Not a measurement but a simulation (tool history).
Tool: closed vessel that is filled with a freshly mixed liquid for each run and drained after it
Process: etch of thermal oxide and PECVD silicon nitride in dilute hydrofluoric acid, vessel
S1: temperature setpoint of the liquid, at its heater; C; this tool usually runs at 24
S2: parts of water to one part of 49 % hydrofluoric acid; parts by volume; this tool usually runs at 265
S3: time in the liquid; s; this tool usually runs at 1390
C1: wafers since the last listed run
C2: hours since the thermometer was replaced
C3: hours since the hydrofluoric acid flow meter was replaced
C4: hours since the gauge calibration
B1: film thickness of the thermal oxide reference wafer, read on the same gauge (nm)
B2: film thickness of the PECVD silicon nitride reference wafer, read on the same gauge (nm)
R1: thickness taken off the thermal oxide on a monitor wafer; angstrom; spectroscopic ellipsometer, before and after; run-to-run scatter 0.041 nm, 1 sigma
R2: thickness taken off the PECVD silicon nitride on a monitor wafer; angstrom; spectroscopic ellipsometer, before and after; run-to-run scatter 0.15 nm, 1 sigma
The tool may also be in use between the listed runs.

run    day    S1   S2    S3   C1      C2      C3     C4     B1      B2     R1     R2
  1      0    24  265  1805    0  2874.2  2163.9   62.3     60  110.04  236.3    325
  2  0.742    27  370  1390  848    2892  2181.7   80.1  59.99     110  128.7  210.8
  3  1.475    27  370  1390  839  2909.6  2199.3   97.7     60  109.96  128.1    212
  4  1.821    27  370  1390  395  2917.9  2207.6    106  60.02  109.98  128.6    211
  5  2.304    24  265  1390  553  2929.5  2219.2  117.6  59.98     110  180.7  246.2
  6  2.733    24  265  1390  491  2939.8  2229.5  127.9     60  109.99    181  246.8
     2.954  -- hydrofluoric acid flow meter replaced
  7  3.142    24  265  1390  419  2949.6     4.5  137.7     60  110.02  164.2  231.7
     3.396  -- gauge calibrated
  8    3.5    24  265  1390  410  2958.2    13.1    2.5     60  110.02  164.9  229.5
  9  3.996  26.5  180  1645  567  2970.1      25   14.4     60  109.97  346.8  467.7
     4.325  -- hydrofluoric acid flow meter replaced, repeated, since the last time left the tool worse
     4.475  -- thermometer replaced
 10  4.496    24  265  1390  476     0.5     4.1   26.4     60  109.98  201.4  269.1
 11  5.033  26.5  310   945  615    13.4      17   39.3  59.99     110  121.5  180.8
 12  5.529  25.5  170  1690  567    25.3    28.9   51.2  59.98     110  447.3  555.5
 13  5.804    24  340   720  314    31.9    35.5   57.8     60  110.01   75.4    108
 14  6.158  28.5  330  1390  405    40.4      44   66.3  60.01  110.02  175.1  284.6

A few steps of R1 between consecutive runs. Split each: what settings, incoming material and random variation would produce without the hidden state, and what is left over for the hidden state, along with gauge scatter present in only one of the two compared results (measured, and without hidden state):
Hidden state present: liquid hotter than its thermometer reads (K); hydrofluoric acid flow below the setpoint (%); gauge reads high (%).
Run 9 -> 10: S1 26.5 -> 24, S2 180 -> 265, S3 1645 -> 1390, hydrofluoric acid flow meter replaced, repeated, since the last time left the tool worse, thermometer replaced. R1 -145.4 angstrom: hidden state +76.6, all else -222.
Run 12 -> 13: S1 25.5 -> 24, S2 170 -> 340, S3 1690 -> 720. R1 -371.9 angstrom: hidden state +5.9, all else -377.8.
